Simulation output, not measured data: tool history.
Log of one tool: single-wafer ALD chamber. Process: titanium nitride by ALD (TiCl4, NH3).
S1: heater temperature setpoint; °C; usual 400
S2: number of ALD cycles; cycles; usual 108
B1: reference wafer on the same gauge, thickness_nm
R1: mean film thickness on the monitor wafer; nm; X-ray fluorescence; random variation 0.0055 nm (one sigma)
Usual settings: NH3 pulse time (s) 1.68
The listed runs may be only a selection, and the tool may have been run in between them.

{"run": 1, "hour": 0.0, "S1": 400, "S2": 108, "NH3 pulse time (s)": 1.68, "B1": 1.842, "R1": 2.239}
{"run": 2, "hour": 48.8, "S1": 400, "S2": 108, "NH3 pulse time (s)": 1.68, "B1": 1.844, "R1": 2.235}
{"run": 3, "hour": 355.2, "S1": 400, "S2": 108, "NH3 pulse time (s)": 1.68, "B1": 1.856, "R1": 2.242}
{"run": 4, "hour": 442.3, "S1": 400, "S2": 108, "NH3 pulse time (s)": 1.68, "B1": 1.86, "R1": 2.25}
{"run": 5, "hour": 490.0, "S1": 400, "S2": 108, "NH3 pulse time (s)": 1.68, "B1": 1.862, "R1": 2.252}
{"run": 6, "hour": 585.7, "S1": 400, "S2": 108, "NH3 pulse time (s)": 1.68, "B1": 1.866, "R1": 2.266}
{"hour": 598.5, "done": "showerhead replaced"}
{"run": 7, "hour": 652.6, "S1": 400, "S2": 108, "NH3 pulse time (s)": 1.68, "B1": 1.868, "R1": 2.27}
{"run": 8, "hour": 704.3, "S1": 411, "S2": 108, "NH3 pulse time (s)": 2.04, "B1": 1.87, "R1": 2.294}
{"run": 9, "hour": 748.7, "S1": 390, "S2": 124, "NH3 pulse time (s)": 1.09, "B1": 1.872, "R1": 2.515}
{"hour": 770.4, "done": "gauge calibrated"}
{"run": 10, "hour": 829.2, "S1": 400, "S2": 128, "NH3 pulse time (s)": 1.99, "B1": 1.82, "R1": 2.63}
{"hour": 879.3, "done": "thermocouple changed; heater temperature recalibrated"}
{"run": 11, "hour": 927.8, "S1": 410, "S2": 108, "NH3 pulse time (s)": 1.68, "B1": 1.823, "R1": 2.219}
{"run": 12, "hour": 979.4, "S1": 400, "S2": 108, "NH3 pulse time (s)": 1.68, "B1": 1.825, "R1": 2.211}
{"run": 13, "hour": 1062.8, "S1": 400, "S2": 101, "NH3 pulse time (s)": 1.68, "B1": 1.828, "R1": 2.068}
{"run": 14, "hour": 1153.7, "S1": 404, "S2": 92, "NH3 pulse time (s)": 1.68, "B1": 1.833, "R1": 1.89}
{"run": 15, "hour": 1223.1, "S1": 400, "S2": 108, "NH3 pulse time (s)": 1.68, "B1": 1.835, "R1": 2.229}
{"run": 16, "hour": 1268.7, "S1": 400, "S2": 108, "NH3 pulse time (s)": 1.93, "B1": 1.837, "R1": 2.23}
{"run": 17, "hour": 1315.1, "S1": 400, "S2": 108, "NH3 pulse time (s)": 1.68, "B1": 1.838, "R1": 2.219}

5 options for the next run, each taken on its own from the tool as it stands now. Forecast them:
{"run": "A", "hour": 1315.7, "S1": 400, "S2": 108, "NH3 pulse time (s)": 1.68, "B1": "?", "R1": "?"}
{"run": "B", "hour": 1315.7, "S1": 407, "S2": 88, "NH3 pulse time (s)": 1.49, "B1": "?", "R1": "?"}
{"run": "C", "hour": 1315.7, "S1": 389, "S2": 122, "NH3 pulse time (s)": 1.87, "B1": "?", "R1": "?"}
{"run": "D", "hour": 1315.7, "S1": 387, "S2": 108, "NH3 pulse time (s)": 2.3, "B1": "?", "R1": "?"}
{"run": "E", "hour": 1315.7, "S1": 409, "S2": 125, "NH3 pulse time (s)": 1.68, "B1": "?", "R1": "?"}

run=A B1=1.839 R1=2.241
run=B B1=1.839 R1=1.822
run=C B1=1.839 R1=2.521
run=D B1=1.839 R1=2.251
run=E B1=1.839 R1=2.604
Had the tool no hidden state, the same runs would have come out as:
run=A R1=2.218
run=B R1=1.803
run=C R1=2.495
run=D R1=2.228
run=E R1=2.577
